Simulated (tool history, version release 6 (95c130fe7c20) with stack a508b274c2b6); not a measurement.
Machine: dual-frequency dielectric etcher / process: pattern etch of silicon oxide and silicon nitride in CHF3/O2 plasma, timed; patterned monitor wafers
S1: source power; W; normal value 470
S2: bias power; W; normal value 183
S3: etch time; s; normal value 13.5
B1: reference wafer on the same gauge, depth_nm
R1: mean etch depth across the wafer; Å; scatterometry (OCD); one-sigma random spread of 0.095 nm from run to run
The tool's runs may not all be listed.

| run | day | S1 | S2 | S3 | B1 | R1 |
|---|---|---|---|---|---|---|
| 1 | 0.000 | 470 | 183 | 13.5 | 18.93 | 196.8 |
|  | 3.392 | wet clean of the chamber |
| 2 | 3.412 | 470 | 183 | 13.5 | 18.93 | 189.3 |
| 3 | 4.529 | 530 | 183 | 13.5 | 18.89 | 197.5 |
| 4 | 6.825 | 470 | 183 | 13.5 | 18.93 | 193.9 |
| 5 | 9.696 | 470 | 183 | 13.5 | 18.92 | 192.7 |
| 6 | 11.542 | 470 | 183 | 13.5 | 18.89 | 194.7 |
| 7 | 13.104 | 560 | 153 | 13.5 | 18.89 | 193.6 |
| 8 | 15.862 | 470 | 149 | 13.5 | 18.92 | 185.9 |
|  | 16.171 | gauge calibrated |
|  | 17.725 | bias power generator calibrated |
| 9 | 18.271 | 470 | 149 | 13.5 | 18.89 | 185.0 |
|  | 20.275 | wet clean of the chamber |
|  | 20.946 | upper electrode replaced |
| 10 | 21.067 | 470 | 183 | 13.5 | 18.91 | 194.1 |
| 11 | 23.288 | 470 | 183 | 13.5 | 18.86 | 193.9 |
|  | 23.779 | source power generator calibrated |
| 12 | 25.146 | 580 | 183 | 10.5 | 18.91 | 159.8 |
| 13 | 27.888 | 470 | 223 | 13.5 | 18.89 | 209.0 |
| 14 | 28.900 | 470 | 195 | 12.0 | 18.87 | 178.3 |
| 15 | 31.746 | 540 | 217 | 13.5 | 18.87 | 217.1 |
| 16 | 33.471 | 470 | 213 | 13.5 | 18.91 | 209.9 |
|  | 36.479 | wet clean of the chamber |
| 17 | 36.500 | 420 | 228 | 11.5 | 18.87 | 171.0 |
| 18 | 39.388 | 470 | 183 | 13.5 | 18.91 | 192.2 |
| 19 | 43.988 | 470 | 149 | 13.5 | 18.89 | 183.5 |
| 20 | 46.658 | 470 | 183 | 12.0 | 18.87 | 175.2 |
| 21 | 47.704 | 560 | 183 | 16.5 | 18.91 | 252.3 |
| 22 | 49.167 | 470 | 146 | 13.5 | 18.88 | 184.0 |

What if the next run were any one of these 5? Each begins from the tool's condition after run 22:
| A | 49.183 | 470 | 183 | 13.5 | ? | ? |
| B | 49.183 | 470 | 211 | 13.5 | ? | ? |
| C | 49.183 | 540 | 183 | 15.0 | ? | ? |
| D | 49.183 | 420 | 183 | 15.5 | ? | ? |
| E | 49.183 | 470 | 212 | 13.5 | ? | ? |

| run | B1 | R1 |
|---|---|---|
| A | 18.93 | 198.1 |
| B | 18.93 | 207.6 |
| C | 18.93 | 227.8 |
| D | 18.93 | 221.5 |
| E | 18.93 | 207.9 |
Without the tool's unlogged condition, the same runs would have read:
| run | R1 |
|---|---|
| A | 192.2 |
| B | 201.5 |
| C | 221.1 |
| D | 214.9 |
| E | 201.8 |
